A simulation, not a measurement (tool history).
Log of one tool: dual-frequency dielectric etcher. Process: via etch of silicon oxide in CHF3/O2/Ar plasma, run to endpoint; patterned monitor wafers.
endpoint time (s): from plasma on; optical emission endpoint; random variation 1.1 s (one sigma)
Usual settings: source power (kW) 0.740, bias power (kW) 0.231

run,hour,source power (kW),bias power (kW),"incoming incoming film thickness, nm",endpoint time (s)
1,0.0,0.740,0.231,776.0,304.3
2,17.1,0.740,0.231,775.1,303.3
3,47.6,0.740,0.193,787.9,316.5
4,63.0,0.740,0.193,783.7,314.2
5,85.8,0.740,0.193,781.8,313.6
6,121.7,0.740,0.231,785.8,306.5
7,148.4,0.740,0.231,782.0,304.5
8,164.4,0.740,0.231,780.8,304.2
9,178.7,0.740,0.231,773.0,300.1
10,201.1,0.740,0.205,785.8,311.7
# hour 232.5: wet clean of the chamber
# hour 249.2: upper electrode replaced
11,249.7,0.740,0.205,784.2,302.5
# hour 263.8: source power generator calibrated
12,264.9,0.740,0.205,788.2,302.2
# hour 319.8: bias power generator calibrated
13,320.5,0.900,0.174,775.6,284.0
# hour 358.2: wet clean of the chamber, repeated, since the last time left the tool worse
14,358.7,0.740,0.231,782.0,308.6
15,368.1,0.690,0.231,779.0,317.2
16,384.6,0.870,0.256,777.7,281.9
17,397.7,0.870,0.286,777.7,277.0
18,420.3,0.810,0.281,779.6,285.7
19,432.5,0.740,0.231,778.6,307.6
20,454.1,0.740,0.231,785.8,309.1
21,475.3,0.690,0.261,788.0,310.7
22,503.0,0.740,0.231,784.5,307.9
23,521.2,0.740,0.177,781.7,318.2
24,540.6,0.560,0.260,779.5,337.6

Hidden state or all else? Some run-to-run changes of endpoint time (s), split into what the settings, what came in and random variation would give without the hidden state, and what is left for the hidden state (with any gauge scatter that isn't in both results):
The hidden state here: etch rate over this chamber's usual, %; source power that arrives over what is set, %; bias power that arrives over what is set, %.
Run 10 -> 11: wet clean of the chamber, upper electrode replaced. endpoint time (s) -9.2: hidden state -6.1, all else -3.1.
Run 13 -> 14: source power (kW) 0.900 -> 0.740, bias power (kW) 0.174 -> 0.231, wet clean of the chamber, repeated, since the last time left the tool worse. endpoint time (s) +24.6: hidden state +13.8, all else +10.8.
Run 15 -> 16: source power (kW) 0.690 -> 0.870, bias power (kW) 0.231 -> 0.256. endpoint time (s) -35.3: hidden state -0.3, all else -35.0.

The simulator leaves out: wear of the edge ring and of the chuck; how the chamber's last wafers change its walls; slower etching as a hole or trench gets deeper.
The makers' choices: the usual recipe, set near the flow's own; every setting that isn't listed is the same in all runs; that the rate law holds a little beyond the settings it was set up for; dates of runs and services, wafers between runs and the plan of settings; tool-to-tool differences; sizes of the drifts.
